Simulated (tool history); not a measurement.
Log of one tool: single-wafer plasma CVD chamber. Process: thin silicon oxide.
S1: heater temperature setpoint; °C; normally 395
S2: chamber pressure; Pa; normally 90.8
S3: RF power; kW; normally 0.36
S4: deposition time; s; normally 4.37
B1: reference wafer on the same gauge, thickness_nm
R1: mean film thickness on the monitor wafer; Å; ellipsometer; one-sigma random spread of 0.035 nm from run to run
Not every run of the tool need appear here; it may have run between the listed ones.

run,hour,S1,S2,S3,S4,B1,R1
1,0,395,90.8,0.36,4.02,8.556,72.31
# hour 17.3: thermocouple changed; heater temperature recalibrated
2,80.9,395,90.8,0.36,4.02,8.568,72.73
3,160.4,395,90.8,0.36,4.37,8.57,78.21
4,261.2,395,90.8,0.36,4.37,8.566,78.34
# hour 491.9: showerhead replaced, of another model than before
5,515.7,395,90.8,0.36,4.37,8.574,78.97
6,572.4,395,103.9,0.36,4.85,8.568,95.92
7,640.6,389,73.5,0.395,4.04,8.576,64.2
8,686.1,395,74.3,0.36,3.5,8.572,54.23
9,776.8,395,90.8,0.425,4.37,8.563,81.07
10,821.9,395,72.4,0.29,3.52,8.578,51.03
11,859.5,386,90.8,0.41,3.83,8.579,70.93
12,964.6,395,112.4,0.36,4.37,8.566,89.05
# hour 999: RF generator calibrated
13,1027.6,407,98.7,0.36,4.37,8.575,83.51
# hour 1127.5: thermocouple changed; heater temperature recalibrated
14,1133.1,385,90.8,0.36,4.37,8.573,79.46
15,1204.4,381,90.8,0.395,4.37,8.575,81.63
16,1280.2,402,70.4,0.36,4.37,8.564,66.39
# hour 1308.8: capacitance manometer re-zeroed and calibrated
17,1375.8,395,101.9,0.315,4.65,8.587,88.13
18,1459.1,405,78.4,0.295,4.64,8.565,72.28
19,1520.1,395,90.8,0.36,4.37,8.57,79.03
20,1589.3,385,90.8,0.36,4.8,8.58,87.14
21,1676,408,73.6,0.29,3.85,8.562,56.92
22,1723.9,395,90.8,0.36,4.37,8.578,79.26
23,1797.9,408,90.8,0.395,4.37,8.571,80.41
24,1889.3,395,90.8,0.34,4.37,8.566,77.68
25,1932,395,90.8,0.36,4.37,8.587,79.09
26,1973.2,391,90.8,0.36,4.63,8.567,83.83
27,2044.7,383,90.8,0.36,4.37,8.579,79.08
28,2092.5,395,90.8,0.34,4.37,8.575,77.82
29,2178.4,383,77.2,0.36,4.37,8.569,70.46

Below are 3 alternative next runs, each starting from the tool's condition after run 29. Predict each:
A,2178.8,388,90.8,0.36,4.37,?,?
B,2178.8,409,72.8,0.36,4.37,?,?
C,2178.8,395,90.8,0.36,3.86,?,?

run,B1,R1
A,8.571,78.71
B,8.571,66.86
C,8.571,69.25
Without the tool's hidden state the same runs would have given:
run,R1
A,79.42
B,67.46
C,69.88

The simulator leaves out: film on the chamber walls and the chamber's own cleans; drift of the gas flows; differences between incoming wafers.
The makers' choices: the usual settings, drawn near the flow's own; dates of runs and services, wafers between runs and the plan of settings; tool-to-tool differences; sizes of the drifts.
